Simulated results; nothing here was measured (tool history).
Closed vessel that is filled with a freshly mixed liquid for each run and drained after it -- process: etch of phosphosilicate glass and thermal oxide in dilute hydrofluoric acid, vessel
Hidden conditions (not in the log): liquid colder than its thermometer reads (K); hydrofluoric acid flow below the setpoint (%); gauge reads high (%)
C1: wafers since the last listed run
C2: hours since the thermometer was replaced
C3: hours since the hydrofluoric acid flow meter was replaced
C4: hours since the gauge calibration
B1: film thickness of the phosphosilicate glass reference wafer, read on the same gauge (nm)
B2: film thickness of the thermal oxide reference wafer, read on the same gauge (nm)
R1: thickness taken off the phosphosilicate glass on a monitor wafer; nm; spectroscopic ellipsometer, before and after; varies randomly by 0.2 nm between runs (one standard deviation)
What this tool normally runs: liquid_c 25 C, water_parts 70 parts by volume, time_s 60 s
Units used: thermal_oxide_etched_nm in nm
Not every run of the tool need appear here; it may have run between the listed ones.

run 1 hour=0 | liquid_c=30 water_parts=70 time_s=75 | C1=0 C2=269.7 C3=825.7 C4=411.1 | B1=139.96 B2=30.023 | R1=87.44 thermal_oxide_etched_nm=6.039
run 2 hour=32.1 | liquid_c=25 water_parts=70 time_s=60 | C1=4408 C2=301.8 C3=857.8 C4=443.2 | B1=140.03 B2=29.981 | R1=57.5 thermal_oxide_etched_nm=4.002
run 3 hour=69.9 | liquid_c=25 water_parts=85 time_s=35 | C1=5191 C2=339.6 C3=895.6 C4=481 | B1=140.01 B2=29.992 | R1=26.96 thermal_oxide_etched_nm=1.876
-- hour=70.9 hydrofluoric acid flow meter replaced
run 4 hour=98.5 | liquid_c=25 water_parts=85 time_s=60 | C1=3790 C2=368.2 C3=27.6 C4=509.6 | B1=140 B2=30.01 | R1=47.36 thermal_oxide_etched_nm=3.301
run 5 hour=127.9 | liquid_c=21.5 water_parts=100 time_s=45 | C1=4037 C2=397.6 C3=57 C4=539 | B1=139.96 B2=30.013 | R1=25.71 thermal_oxide_etched_nm=1.787
run 6 hour=191.8 | liquid_c=28 water_parts=55 time_s=60 | C1=8776 C2=461.5 C3=120.9 C4=602.9 | B1=140.01 B2=30.008 | R1=86.07 thermal_oxide_etched_nm=5.915
run 7 hour=250.2 | liquid_c=25 water_parts=70 time_s=60 | C1=8021 C2=519.9 C3=179.3 C4=661.3 | B1=140.01 B2=30.01 | R1=57.99 thermal_oxide_etched_nm=4.054
run 8 hour=286.9 | liquid_c=25 water_parts=70 time_s=60 | C1=5040 C2=556.6 C3=216 C4=698 | B1=140.01 B2=30.01 | R1=57.86 thermal_oxide_etched_nm=4.015
-- hour=332.3 thermometer replaced
run 9 hour=342.1 | liquid_c=25 water_parts=70 time_s=60 | C1=7444 C2=9.8 C3=271.2 C4=753.2 | B1=140.05 B2=30.051 | R1=59.41 thermal_oxide_etched_nm=4.167
run 10 hour=396.9 | liquid_c=29.5 water_parts=95 time_s=50 | C1=7526 C2=64.6 C3=326 C4=808 | B1=140 B2=29.988 | R1=41.73 thermal_oxide_etched_nm=2.908
run 11 hour=467 | liquid_c=25 water_parts=55 time_s=60 | C1=9628 C2=134.7 C3=396.1 C4=878.1 | B1=139.94 B2=30.029 | R1=76.22 thermal_oxide_etched_nm=5.266
run 12 hour=494.1 | liquid_c=22.5 water_parts=70 time_s=90 | C1=3722 C2=161.8 C3=423.2 C4=905.2 | B1=139.98 B2=29.98 | R1=79.06 thermal_oxide_etched_nm=5.472
run 13 hour=526.1 | liquid_c=25 water_parts=70 time_s=60 | C1=4395 C2=193.8 C3=455.2 C4=937.2 | B1=139.99 B2=29.977 | R1=58.77 thermal_oxide_etched_nm=4.039
run 14 hour=557.8 | liquid_c=29 water_parts=70 time_s=60 | C1=4353 C2=225.5 C3=486.9 C4=968.9 | B1=140.01 B2=30.016 | R1=68.37 thermal_oxide_etched_nm=4.766
run 15 hour=601.5 | liquid_c=21 water_parts=60 time_s=45 | C1=6002 C2=269.2 C3=530.6 C4=1012.6 | B1=139.98 B2=29.987 | R1=43.69 thermal_oxide_etched_nm=3.012
run 16 hour=638.2 | liquid_c=22 water_parts=80 time_s=30 | C1=5040 C2=305.9 C3=567.3 C4=1049.3 | B1=139.99 B2=30.021 | R1=22.15 thermal_oxide_etched_nm=1.535
run 17 hour=680.7 | liquid_c=22 water_parts=70 time_s=60 | C1=5837 C2=348.4 C3=609.8 C4=1091.8 | B1=139.99 B2=30.014 | R1=50.77 thermal_oxide_etched_nm=3.503
run 18 hour=747.6 | liquid_c=20 water_parts=95 time_s=60 | C1=9188 C2=415.3 C3=676.7 C4=1158.7 | B1=140 B2=30.019 | R1=33.39 thermal_oxide_etched_nm=2.29
-- hour=798.8 hydrofluoric acid flow meter replaced
run 19 hour=836.1 | liquid_c=30 water_parts=95 time_s=75 | C1=12017 C2=503.8 C3=37.3 C4=1247.2 | B1=140.03 B2=29.999 | R1=63.71 thermal_oxide_etched_nm=4.409
run 20 hour=869.8 | liquid_c=25 water_parts=70 time_s=60 | C1=4628 C2=537.5 C3=71 C4=1280.9 | B1=139.99 B2=30.047 | R1=58.57 thermal_oxide_etched_nm=4.081
-- hour=878.5 thermometer replaced
run 21 hour=941.4 | liquid_c=27 water_parts=70 time_s=45 | C1=9696 C2=62.9 C3=142.6 C4=1352.5 | B1=139.95 B2=30.009 | R1=48.58 thermal_oxide_etched_nm=3.371
run 22 hour=1010.8 | liquid_c=29.5 water_parts=40 time_s=60 | C1=9531 C2=132.3 C3=212 C4=1421.9 | B1=139.96 B2=30.011 | R1=130.09 thermal_oxide_etched_nm=9.005
run 23 hour=1133.5 | liquid_c=25 water_parts=70 time_s=60 | C1=16852 C2=255 C3=334.7 C4=1544.6 | B1=140.02 B2=29.955 | R1=58.68 thermal_oxide_etched_nm=4.074
run 24 hour=1192.7 | liquid_c=25 water_parts=70 time_s=85 | C1=8130 C2=314.2 C3=393.9 C4=1603.8 | B1=139.96 B2=29.984 | R1=82.55 thermal_oxide_etched_nm=5.757
run 25 hour=1257.3 | liquid_c=28 water_parts=70 time_s=60 | C1=8872 C2=378.8 C3=458.5 C4=1668.4 | B1=140 B2=29.981 | R1=65.33 thermal_oxide_etched_nm=4.522

Consider 4 possible next runs. They are alternatives, not a sequence: every one starts from the tool as it was left by run 25. What does each give?
run A hour=1258 | liquid_c=21.5 water_parts=70 time_s=60 | C1=96 C2=379.5 C3=459.2 C4=1669.1 | B1=? B2=? | R1=? thermal_oxide_etched_nm=?
run B hour=1258 | liquid_c=25 water_parts=85 time_s=70 | C1=96 C2=379.5 C3=459.2 C4=1669.1 | B1=? B2=? | R1=? thermal_oxide_etched_nm=?
run C hour=1258 | liquid_c=25 water_parts=40 time_s=60 | C1=96 C2=379.5 C3=459.2 C4=1669.1 | B1=? B2=? | R1=? thermal_oxide_etched_nm=?
run D hour=1258 | liquid_c=25 water_parts=70 time_s=80 | C1=96 C2=379.5 C3=459.2 C4=1669.1 | B1=? B2=? | R1=? thermal_oxide_etched_nm=?

run=A B1=139.99 B2=30.006 R1=50.38 thermal_oxide_etched_nm=3.475
run=B B1=139.99 B2=30.006 R1=54.76 thermal_oxide_etched_nm=3.778
run=C B1=139.99 B2=30.006 R1=105.95 thermal_oxide_etched_nm=7.309
run=D B1=139.99 B2=30.006 R1=77.51 thermal_oxide_etched_nm=5.347
With no hidden state in the tool, these same runs would have given:
run=A R1=52.75 thermal_oxide_etched_nm=3.639
run=B R1=57.32 thermal_oxide_etched_nm=3.954
run=C R1=110.87 thermal_oxide_etched_nm=7.648
run=D R1=81.12 thermal_oxide_etched_nm=5.596
